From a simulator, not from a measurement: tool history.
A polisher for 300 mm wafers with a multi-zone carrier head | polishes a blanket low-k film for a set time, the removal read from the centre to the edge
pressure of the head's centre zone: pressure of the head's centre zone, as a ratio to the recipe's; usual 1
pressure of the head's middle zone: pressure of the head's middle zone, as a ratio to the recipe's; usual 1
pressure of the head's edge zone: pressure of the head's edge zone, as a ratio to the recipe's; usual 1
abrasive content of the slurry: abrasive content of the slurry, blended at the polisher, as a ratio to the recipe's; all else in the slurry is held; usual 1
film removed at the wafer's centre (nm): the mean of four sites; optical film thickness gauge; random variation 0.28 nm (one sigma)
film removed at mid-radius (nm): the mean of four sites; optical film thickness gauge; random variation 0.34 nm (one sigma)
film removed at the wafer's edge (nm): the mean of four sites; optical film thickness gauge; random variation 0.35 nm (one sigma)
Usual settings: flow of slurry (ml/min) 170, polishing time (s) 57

run    hour  flow of slurry (ml/min)  pressure of the head's centre zone  pressure of the head's middle zone  pressure of the head's edge zone  abrasive content of the slurry  polishing time (s)  incoming thickness of the incoming film, nm  film removed at the wafer's centre (nm)  film removed at mid-radius (nm)  film removed at the wafer's edge (nm)
  1       0                      170                                0.93                                1.06                                 1                            0.75                  57                                        621.4                                       20                             20.4                                   20.1
      187.1  -- centre zone pressure recalibrated
      189.4  -- carrier head's membrane replaced by a new one
  2   299.4                      205                                   1                                 0.9                                 1                            0.85                  38                                        624.3                                     15.6                             13.8                                   14.9
  3   398.1                      170                                   1                                0.96                                 1                               1                  57                                        617.7                                     26.7                               24                                   25.7
  4   459.1                      185                                   1                                   1                                 1                               1                  50                                        628.9                                     23.8                               22                                   22.5
      499.6  -- worn pad replaced by a new one
      633.9  -- slurry nozzle cleaned
  5   634.4                      170                                   1                                   1                                 1                               1                  57                                        632.7                                     27.5                             25.1                                   25.2
  6   708.9                      170                                   1                                   1                                 1                               1                  57                                          617                                     27.5                             24.7                                   25.6
      818.9  -- edge zone pressure recalibrated
  7   903.3                      170                                   1                                1.03                                 1                               1                  57                                        613.6                                     28.2                             25.6                                     25
  8   998.6                      170                                0.97                                0.95                              0.91                               1                  39                                        621.8                                     18.5                             16.2                                   16.9
     1037.8  -- centre zone pressure recalibrated
  9  1038.3                      170                                   1                                   1                                 1                               1                  57                                        619.4                                     25.4                             25.8                                   25.2
     1047.3  -- carrier head's membrane replaced by a new one
 10  1119.2                      170                                   1                                   1                                 1                               1                  57                                        614.9                                     25.8                             25.2                                   25.3
 11  1166.6                      170                                   1                                1.07                                 1                            1.15                  41                                        624.5                                     20.4                             20.7                                     20
 12  1203.5                      205                                0.95                                   1                              0.96                               1                  57                                        623.2                                     25.9                             25.8                                   25.4
 13  1311.1                      125                                   1                                   1                                 1                            1.25                  57                                        616.3                                     29.3                             27.8                                   27.8
     1351.1  -- slurry nozzle cleaned
     1360.7  -- worn pad replaced by a new one
 14  1405.4                      130                                   1                                1.09                                 1                               1                  66                                        617.1                                     30.5                             29.6                                   29.5
 15  1483.5                      170                                1.07                                1.08                                 1                             0.9                  57                                        619.2                                       27                             24.6                                   23.7
 16  1551.8                      145                                   1                                   1                                 1                               1                  57                                        623.9                                     27.4                             24.9                                   24.7
 17  1593.9                      170                                   1                                   1                                 1                            1.15                  57                                        625.8                                       30                             27.1                                     28
 18  1664.9                      170                                   1                                1.05                                 1                               1                  57                                        629.9                                     27.6                             25.7                                   25.2
 19    1710                      170                                1.08                                1.11                                 1                               1                  57                                        625.8                                     30.1                             27.1                                     25
 20  1754.1                      190                                1.06                                1.11                                 1                             0.7                  57                                        622.7                                     21.9                             19.3                                   18.3
       1807  -- centre zone pressure recalibrated
 21  1807.7                      170                                   1                                1.09                                 1                             1.2                  57                                        619.9                                     27.8                             30.3                                   28.5

Forecast each of these 4 alternatives for the next run:
  A  1808.1                      170                                   1                                   1                              0.97                               1                  57                                        610.7                                        ?                                ?                                      ?
  B  1808.1                      170                                   1                                   1                                 1                               1                  43                                        610.7                                        ?                                ?                                      ?
  C  1808.1                      200                                   1                                0.88                                 1                               1                  57                                        610.7                                        ?                                ?                                      ?
  D  1808.1                      200                                1.11                                   1                                 1                               1                  57                                        610.7                                        ?                                ?                                      ?

run  film removed at the wafer's centre (nm)  film removed at mid-radius (nm)  film removed at the wafer's edge (nm)
  A                                     24.8                             24.3                                   25.3
  B                                     18.7                             18.3                                   19.4
  C                                     25.2                             22.5                                   26.1
  D                                       28                             24.6                                     26
Without the tool's hidden state the same runs would have given:
run  film removed at the wafer's centre (nm)  film removed at mid-radius (nm)  film removed at the wafer's edge (nm)
  A                                     25.2                             24.3                                   25.3
  B                                       19                             18.3                                   19.4
  C                                     25.6                             22.5                                   26.1
  D                                     28.5                             24.6                                     26
